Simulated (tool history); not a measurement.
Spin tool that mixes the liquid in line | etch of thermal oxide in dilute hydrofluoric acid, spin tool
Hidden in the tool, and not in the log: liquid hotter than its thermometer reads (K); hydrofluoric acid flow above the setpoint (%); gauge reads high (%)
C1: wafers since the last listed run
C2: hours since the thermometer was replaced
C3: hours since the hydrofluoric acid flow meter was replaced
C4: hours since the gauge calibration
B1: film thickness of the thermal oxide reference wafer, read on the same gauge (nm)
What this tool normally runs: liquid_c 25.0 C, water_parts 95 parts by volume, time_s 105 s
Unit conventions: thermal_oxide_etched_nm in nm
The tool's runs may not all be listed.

{"run": 1, "hour": 0.0, "liquid_c": 25.0, "water_parts": 95, "time_s": 80, "C1": 0, "C2": 1793.8, "C3": 1214.0, "C4": 317.7, "B1": 40.0, "thermal_oxide_etched_nm": 3.97}
{"run": 2, "hour": 15.2, "liquid_c": 25.0, "water_parts": 95, "time_s": 80, "C1": 200, "C2": 1809.0, "C3": 1229.2, "C4": 332.9, "B1": 40.03, "thermal_oxide_etched_nm": 3.96}
{"run": 3, "hour": 22.4, "liquid_c": 25.0, "water_parts": 110, "time_s": 65, "C1": 94, "C2": 1816.2, "C3": 1236.4, "C4": 340.1, "B1": 39.98, "thermal_oxide_etched_nm": 2.73}
{"run": 4, "hour": 33.0, "liquid_c": 25.0, "water_parts": 95, "time_s": 105, "C1": 139, "C2": 1826.8, "C3": 1247.0, "C4": 350.7, "B1": 39.99, "thermal_oxide_etched_nm": 5.21}
{"run": 5, "hour": 74.1, "liquid_c": 25.0, "water_parts": 95, "time_s": 105, "C1": 540, "C2": 1867.9, "C3": 1288.1, "C4": 391.8, "B1": 39.99, "thermal_oxide_etched_nm": 5.2}
{"run": 6, "hour": 88.0, "liquid_c": 25.0, "water_parts": 95, "time_s": 125, "C1": 182, "C2": 1881.8, "C3": 1302.0, "C4": 405.7, "B1": 40.0, "thermal_oxide_etched_nm": 6.23}
{"run": 7, "hour": 100.1, "liquid_c": 25.0, "water_parts": 95, "time_s": 105, "C1": 159, "C2": 1893.9, "C3": 1314.1, "C4": 417.8, "B1": 39.97, "thermal_oxide_etched_nm": 5.18}
{"hour": 106.4, "done": "gauge calibrated"}
{"run": 8, "hour": 112.3, "liquid_c": 25.0, "water_parts": 95, "time_s": 105, "C1": 160, "C2": 1906.1, "C3": 1326.3, "C4": 5.9, "B1": 40.03, "thermal_oxide_etched_nm": 5.2}
{"run": 9, "hour": 123.6, "liquid_c": 25.0, "water_parts": 95, "time_s": 105, "C1": 148, "C2": 1917.4, "C3": 1337.6, "C4": 17.2, "B1": 40.0, "thermal_oxide_etched_nm": 5.22}
{"hour": 130.0, "done": "hydrofluoric acid flow meter replaced"}
{"run": 10, "hour": 131.2, "liquid_c": 25.0, "water_parts": 95, "time_s": 105, "C1": 86, "C2": 1925.0, "C3": 1.2, "C4": 24.8, "B1": 39.98, "thermal_oxide_etched_nm": 5.18}
{"run": 11, "hour": 141.0, "liquid_c": 25.0, "water_parts": 95, "time_s": 105, "C1": 128, "C2": 1934.8, "C3": 11.0, "C4": 34.6, "B1": 39.99, "thermal_oxide_etched_nm": 5.16}
{"run": 12, "hour": 156.9, "liquid_c": 25.0, "water_parts": 95, "time_s": 105, "C1": 209, "C2": 1950.7, "C3": 26.9, "C4": 50.5, "B1": 40.0, "thermal_oxide_etched_nm": 5.18}
{"run": 13, "hour": 165.5, "liquid_c": 23.0, "water_parts": 95, "time_s": 105, "C1": 113, "C2": 1959.3, "C3": 35.5, "C4": 59.1, "B1": 40.0, "thermal_oxide_etched_nm": 4.78}
{"run": 14, "hour": 180.4, "liquid_c": 23.0, "water_parts": 95, "time_s": 105, "C1": 196, "C2": 1974.2, "C3": 50.4, "C4": 74.0, "B1": 40.03, "thermal_oxide_etched_nm": 4.8}
{"run": 15, "hour": 196.6, "liquid_c": 25.0, "water_parts": 105, "time_s": 105, "C1": 213, "C2": 1990.4, "C3": 66.6, "C4": 90.2, "B1": 39.99, "thermal_oxide_etched_nm": 4.65}
{"run": 16, "hour": 208.0, "liquid_c": 25.0, "water_parts": 95, "time_s": 105, "C1": 150, "C2": 2001.8, "C3": 78.0, "C4": 101.6, "B1": 40.0, "thermal_oxide_etched_nm": 5.17}
{"run": 17, "hour": 220.9, "liquid_c": 22.0, "water_parts": 50, "time_s": 60, "C1": 169, "C2": 2014.7, "C3": 90.9, "C4": 114.5, "B1": 40.0, "thermal_oxide_etched_nm": 5.3}
{"run": 18, "hour": 237.6, "liquid_c": 25.0, "water_parts": 95, "time_s": 105, "C1": 219, "C2": 2031.4, "C3": 107.6, "C4": 131.2, "B1": 40.01, "thermal_oxide_etched_nm": 5.22}
{"run": 19, "hour": 251.9, "liquid_c": 23.0, "water_parts": 75, "time_s": 105, "C1": 188, "C2": 2045.7, "C3": 121.9, "C4": 145.5, "B1": 39.97, "thermal_oxide_etched_nm": 6.17}
{"run": 20, "hour": 262.2, "liquid_c": 28.0, "water_parts": 140, "time_s": 75, "C1": 135, "C2": 2056.0, "C3": 132.2, "C4": 155.8, "B1": 40.03, "thermal_oxide_etched_nm": 2.66}
{"run": 21, "hour": 274.8, "liquid_c": 25.0, "water_parts": 95, "time_s": 105, "C1": 165, "C2": 2068.6, "C3": 144.8, "C4": 168.4, "B1": 40.02, "thermal_oxide_etched_nm": 5.17}
{"hour": 283.4, "done": "thermometer replaced"}
{"run": 22, "hour": 288.2, "liquid_c": 25.0, "water_parts": 95, "time_s": 105, "C1": 163, "C2": 4.8, "C3": 158.2, "C4": 181.8, "B1": 40.02, "thermal_oxide_etched_nm": 5.21}
{"run": 23, "hour": 298.1, "liquid_c": 30.0, "water_parts": 55, "time_s": 85, "C1": 130, "C2": 14.7, "C3": 168.1, "C4": 191.7, "B1": 40.01, "thermal_oxide_etched_nm": 9.3}
{"run": 24, "hour": 306.8, "liquid_c": 20.5, "water_parts": 110, "time_s": 105, "C1": 114, "C2": 23.4, "C3": 176.8, "C4": 200.4, "B1": 40.02, "thermal_oxide_etched_nm": 3.71}
{"run": 25, "hour": 313.7, "liquid_c": 26.5, "water_parts": 110, "time_s": 105, "C1": 90, "C2": 30.3, "C3": 183.7, "C4": 207.3, "B1": 40.04, "thermal_oxide_etched_nm": 4.72}
{"run": 26, "hour": 323.7, "liquid_c": 29.0, "water_parts": 140, "time_s": 80, "C1": 131, "C2": 40.3, "C3": 193.7, "C4": 217.3, "B1": 40.01, "thermal_oxide_etched_nm": 2.94}
{"run": 27, "hour": 337.9, "liquid_c": 21.5, "water_parts": 130, "time_s": 65, "C1": 186, "C2": 54.5, "C3": 207.9, "C4": 231.5, "B1": 40.02, "thermal_oxide_etched_nm": 1.96}
{"run": 28, "hour": 351.8, "liquid_c": 25.0, "water_parts": 135, "time_s": 105, "C1": 182, "C2": 68.4, "C3": 221.8, "C4": 245.4, "B1": 39.98, "thermal_oxide_etched_nm": 3.49}
{"run": 29, "hour": 365.4, "liquid_c": 22.0, "water_parts": 50, "time_s": 140, "C1": 178, "C2": 82.0, "C3": 235.4, "C4": 259.0, "B1": 40.01, "thermal_oxide_etched_nm": 12.32}
{"run": 30, "hour": 376.3, "liquid_c": 21.0, "water_parts": 110, "time_s": 55, "C1": 143, "C2": 92.9, "C3": 246.3, "C4": 269.9, "B1": 40.01, "thermal_oxide_etched_nm": 1.98}
{"run": 31, "hour": 392.9, "liquid_c": 25.0, "water_parts": 80, "time_s": 155, "C1": 218, "C2": 109.5, "C3": 262.9, "C4": 286.5, "B1": 39.97, "thermal_oxide_etched_nm": 9.29}
{"run": 32, "hour": 407.2, "liquid_c": 25.0, "water_parts": 95, "time_s": 105, "C1": 188, "C2": 123.8, "C3": 277.2, "C4": 300.8, "B1": 40.02, "thermal_oxide_etched_nm": 5.18}
{"run": 33, "hour": 422.8, "liquid_c": 25.0, "water_parts": 95, "time_s": 105, "C1": 205, "C2": 139.4, "C3": 292.8, "C4": 316.4, "B1": 39.99, "thermal_oxide_etched_nm": 5.25}
{"run": 34, "hour": 431.9, "liquid_c": 25.0, "water_parts": 125, "time_s": 145, "C1": 119, "C2": 148.5, "C3": 301.9, "C4": 325.5, "B1": 39.99, "thermal_oxide_etched_nm": 5.24}
{"run": 35, "hour": 441.6, "liquid_c": 25.0, "water_parts": 95, "time_s": 105, "C1": 127, "C2": 158.2, "C3": 311.6, "C4": 335.2, "B1": 40.03, "thermal_oxide_etched_nm": 5.22}

Across each entry between runs, compare the hidden state at the last listed run before it with the hidden state at the first listed run after it:
In the gap between runs 7 and 8: gauge calibrated (hour 106.4)
  no difference in the tool's unlogged condition between these two runs
In the gap between runs 9 and 10: hydrofluoric acid flow meter replaced (hour 130.0)
  no difference in the tool's unlogged condition between these two runs
In the gap between runs 21 and 22: thermometer replaced (hour 283.4)
  no difference in the tool's unlogged condition between these two runs

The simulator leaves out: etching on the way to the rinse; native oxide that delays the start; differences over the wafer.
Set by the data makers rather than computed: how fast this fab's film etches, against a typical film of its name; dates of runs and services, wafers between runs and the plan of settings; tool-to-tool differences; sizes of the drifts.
